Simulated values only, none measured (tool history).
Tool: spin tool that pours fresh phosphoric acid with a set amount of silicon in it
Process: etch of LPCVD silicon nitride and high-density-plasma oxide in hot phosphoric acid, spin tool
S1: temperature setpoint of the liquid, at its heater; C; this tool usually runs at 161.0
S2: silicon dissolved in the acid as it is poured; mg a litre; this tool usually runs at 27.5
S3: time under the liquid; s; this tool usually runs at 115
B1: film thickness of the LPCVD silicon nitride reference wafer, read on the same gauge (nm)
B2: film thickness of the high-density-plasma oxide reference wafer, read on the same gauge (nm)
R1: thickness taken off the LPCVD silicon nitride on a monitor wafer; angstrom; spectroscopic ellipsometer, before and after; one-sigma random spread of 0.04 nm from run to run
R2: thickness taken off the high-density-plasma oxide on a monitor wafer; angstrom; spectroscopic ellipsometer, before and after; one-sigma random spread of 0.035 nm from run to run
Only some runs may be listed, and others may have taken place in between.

| run | hour | S1 | S2 | S3 | B1 | B2 | R1 | R2 |
|---|---|---|---|---|---|---|---|---|
| 1 | 0.0 | 158.5 | 27.5 | 65 | 139.98 | 30.043 | 48.8 | 1.41 |
| 2 | 12.0 | 161.0 | 27.5 | 115 | 139.98 | 30.023 | 94.2 | 2.83 |
| 3 | 26.6 | 163.0 | 27.5 | 115 | 139.99 | 29.968 | 100.8 | 4.04 |
| 4 | 39.0 | 161.0 | 27.5 | 115 | 140.04 | 30.009 | 94.2 | 3.57 |
|  | 49.9 | heated supply line repaired |
| 5 | 54.5 | 164.0 | 27.5 | 170 | 140.00 | 29.976 | 176.9 | 8.48 |
| 6 | 62.6 | 160.0 | 17.5 | 135 | 140.01 | 29.991 | 123.2 | 5.88 |
| 7 | 75.4 | 161.0 | 20.5 | 135 | 140.02 | 29.970 | 127.3 | 6.44 |
| 8 | 84.2 | 161.0 | 27.5 | 115 | 140.01 | 30.004 | 107.4 | 4.25 |
| 9 | 99.0 | 164.0 | 48.5 | 115 | 139.96 | 30.015 | 119.1 | 1.99 |
|  | 105.3 | thermometer replaced |
| 10 | 105.7 | 161.0 | 27.5 | 115 | 140.01 | 29.944 | 108.5 | 4.19 |
| 11 | 112.5 | 162.5 | 33.5 | 135 | 140.00 | 29.978 | 132.8 | 4.58 |
| 12 | 128.0 | 161.0 | 34.5 | 165 | 139.98 | 30.039 | 154.2 | 5.04 |
| 13 | 140.2 | 158.5 | 7.5 | 175 | 139.99 | 29.966 | 151.8 | 10.90 |
| 14 | 151.8 | 159.5 | 16.5 | 145 | 140.02 | 30.005 | 130.5 | 7.05 |
| 15 | 162.4 | 161.0 | 27.5 | 135 | 140.05 | 29.993 | 126.8 | 4.42 |

Forecast run 16:
| 16 | 176.7 | 161.0 | 44.5 | 115 | ? | ? | ? | ? |

Run 16 came out at B1 140.02, B2 30.030, R1 107.6 angstrom, R2 1.58 angstrom.
With the hidden condition absent and the run-to-run variation left alone, this run would have shown R1 108.6 angstrom, R2 1.61 angstrom.
